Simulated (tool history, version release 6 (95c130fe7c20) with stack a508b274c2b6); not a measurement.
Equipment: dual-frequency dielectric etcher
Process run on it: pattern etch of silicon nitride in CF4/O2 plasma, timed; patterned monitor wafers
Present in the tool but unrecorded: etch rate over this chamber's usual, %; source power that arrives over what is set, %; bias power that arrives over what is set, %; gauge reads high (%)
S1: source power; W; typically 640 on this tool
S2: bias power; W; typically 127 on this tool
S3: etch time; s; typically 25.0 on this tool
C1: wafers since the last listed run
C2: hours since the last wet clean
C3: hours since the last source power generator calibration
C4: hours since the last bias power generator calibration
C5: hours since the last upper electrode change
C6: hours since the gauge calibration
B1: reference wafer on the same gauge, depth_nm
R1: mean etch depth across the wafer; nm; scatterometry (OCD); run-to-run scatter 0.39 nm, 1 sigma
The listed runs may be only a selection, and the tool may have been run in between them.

run 1 day=0.000 | S1=640 S2=127 S3=27.0 | C1=0 C2=68.7 C3=2388.8 C4=1621.4 C5=3056.6 C6=317.4 | B1=54.1 | R1=62.9
run 2 day=1.558 | S1=640 S2=127 S3=27.0 | C1=492 C2=106.1 C3=2426.2 C4=1658.8 C5=3094.0 C6=354.8 | B1=54.1 | R1=62.8
run 3 day=8.621 | S1=730 S2=117 S3=25.0 | C1=2233 C2=275.6 C3=2595.7 C4=1828.3 C5=3263.5 C6=524.3 | B1=54.3 | R1=61.3
run 4 day=11.129 | S1=730 S2=117 S3=25.0 | C1=793 C2=335.8 C3=2655.9 C4=1888.5 C5=3323.7 C6=584.5 | B1=54.1 | R1=60.6
run 5 day=12.267 | S1=730 S2=117 S3=25.0 | C1=359 C2=363.1 C3=2683.2 C4=1915.8 C5=3351.0 C6=611.8 | B1=54.2 | R1=61.0
run 6 day=13.362 | S1=640 S2=127 S3=25.0 | C1=346 C2=389.4 C3=2709.5 C4=1942.1 C5=3377.3 C6=638.1 | B1=54.3 | R1=56.6
-- day=16.000 wet clean of the chamber
run 7 day=16.021 | S1=570 S2=127 S3=28.0 | C1=524 C2=0.5 C3=2773.3 C4=2005.9 C5=3441.1 C6=701.9 | B1=54.2 | R1=62.0
run 8 day=16.508 | S1=600 S2=127 S3=25.0 | C1=154 C2=12.2 C3=2785.0 C4=2017.6 C5=3452.8 C6=713.6 | B1=54.4 | R1=56.8
run 9 day=19.104 | S1=640 S2=127 S3=25.0 | C1=821 C2=74.5 C3=2847.3 C4=2079.9 C5=3515.1 C6=775.9 | B1=54.3 | R1=58.7
run 10 day=21.042 | S1=680 S2=116 S3=25.0 | C1=612 C2=121.0 C3=2893.8 C4=2126.4 C5=3561.6 C6=822.4 | B1=54.2 | R1=59.3
-- day=21.292 gauge calibrated
-- day=21.962 bias power generator calibrated
-- day=22.104 source power generator calibrated
-- day=23.142 upper electrode replaced
run 11 day=23.888 | S1=570 S2=127 S3=20.5 | C1=486 C2=189.3 C3=42.8 C4=46.2 C5=17.9 C6=62.3 | B1=54.0 | R1=44.4
run 12 day=26.883 | S1=640 S2=106 S3=29.5 | C1=947 C2=261.2 C3=114.7 C4=118.1 C5=89.8 C6=134.2 | B1=54.1 | R1=62.9
run 13 day=28.833 | S1=640 S2=127 S3=25.0 | C1=616 C2=308.0 C3=161.5 C4=164.9 C5=136.6 C6=181.0 | B1=54.3 | R1=58.2
run 14 day=29.858 | S1=640 S2=127 S3=25.0 | C1=324 C2=332.6 C3=186.1 C4=189.5 C5=161.2 C6=205.6 | B1=54.3 | R1=58.0

Here are 3 independent what-if runs from the current tool condition. What would each one return?
run A day=29.875 | S1=640 S2=127 S3=25.0 | C1=5 C2=333.0 C3=186.5 C4=189.9 C5=161.6 C6=206.0 | B1=? | R1=?
run B day=29.875 | S1=640 S2=145 S3=29.5 | C1=5 C2=333.0 C3=186.5 C4=189.9 C5=161.6 C6=206.0 | B1=? | R1=?
run C day=29.875 | S1=590 S2=127 S3=25.0 | C1=5 C2=333.0 C3=186.5 C4=189.9 C5=161.6 C6=206.0 | B1=? | R1=?

run=A B1=54.4 R1=56.6
run=B B1=54.4 R1=70.2
run=C B1=54.4 R1=53.6
With the hidden condition removed and each run's random variation left untouched, the same runs would have given:
run=A R1=58.8
run=B R1=72.9
run=C R1=55.6
